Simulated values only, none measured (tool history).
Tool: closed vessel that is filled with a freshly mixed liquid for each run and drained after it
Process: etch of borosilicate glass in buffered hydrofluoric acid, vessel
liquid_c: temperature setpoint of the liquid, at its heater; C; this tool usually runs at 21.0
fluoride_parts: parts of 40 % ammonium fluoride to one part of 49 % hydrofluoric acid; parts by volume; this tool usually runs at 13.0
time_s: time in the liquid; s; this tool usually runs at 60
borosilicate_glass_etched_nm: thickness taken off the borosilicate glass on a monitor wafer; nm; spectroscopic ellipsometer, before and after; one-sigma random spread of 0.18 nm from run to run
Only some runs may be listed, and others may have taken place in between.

run	hour	liquid_c	fluoride_parts	time_s	read-back film thickness of the borosilicate glass reference wafer, read on the same gauge (nm)	borosilicate_glass_etched_nm
1	0.0	21.0	13.0	60	79.99	48.09
2	13.6	21.0	13.0	60	80.01	47.72
3	24.4	21.0	13.0	60	80.00	47.79
4	39.5	21.0	13.0	60	80.01	47.71
5	45.9	21.0	13.0	60	79.99	47.47
6	61.0	17.0	13.0	60	79.97	38.06
7	76.6	17.0	13.0	60	79.99	37.96
8	91.7	21.0	13.0	60	79.99	47.71
9	106.4	21.0	13.0	60	80.00	47.58
10	121.6	21.0	13.0	60	80.03	47.24
11	135.5	21.0	13.0	60	80.02	47.41
# hour 147.3: hydrofluoric acid flow meter replaced
12	147.8	21.0	13.0	60	80.00	47.43
# hour 153.8: gauge calibrated
13	161.2	21.0	13.0	60	79.99	47.44
14	171.8	21.0	13.0	60	80.01	47.27
15	182.2	19.5	16.5	35	80.00	20.06
16	193.1	25.0	8.0	35	79.98	54.39
17	205.8	21.0	11.0	60	79.99	56.02
18	219.9	21.0	13.0	60	80.02	47.31
19	233.6	22.5	16.0	30	79.99	20.88
20	246.7	21.0	13.0	35	80.03	27.43
21	255.4	21.0	13.0	90	80.02	70.82
# hour 277.6: thermometer replaced
22	305.2	17.5	13.0	90	79.97	60.29
23	316.9	26.0	11.5	45	79.99	54.01
24	328.3	21.0	13.0	60	80.02	48.89
25	341.3	21.0	13.0	60	79.98	48.61
26	357.1	21.0	9.0	60	80.00	67.83

Results for each run, recomputed without the tool's hidden state and with each run's random variation untouched:
Hidden state at play: liquid colder than its thermometer reads (K); hydrofluoric acid flow below the setpoint (%); gauge reads high (%).
run	borosilicate_glass_etched_nm
1	49.28
2	48.94
3	49.03
4	48.98
5	48.76
6	39.14
7	39.08
8	49.12
9	49.01
10	48.68
11	48.91
12	48.95
13	49.00
14	48.84
15	20.75
16	56.18
17	57.98
18	48.99
19	21.63
20	28.43
21	73.47
22	60.53
23	54.24
24	49.13
25	48.87
26	68.28
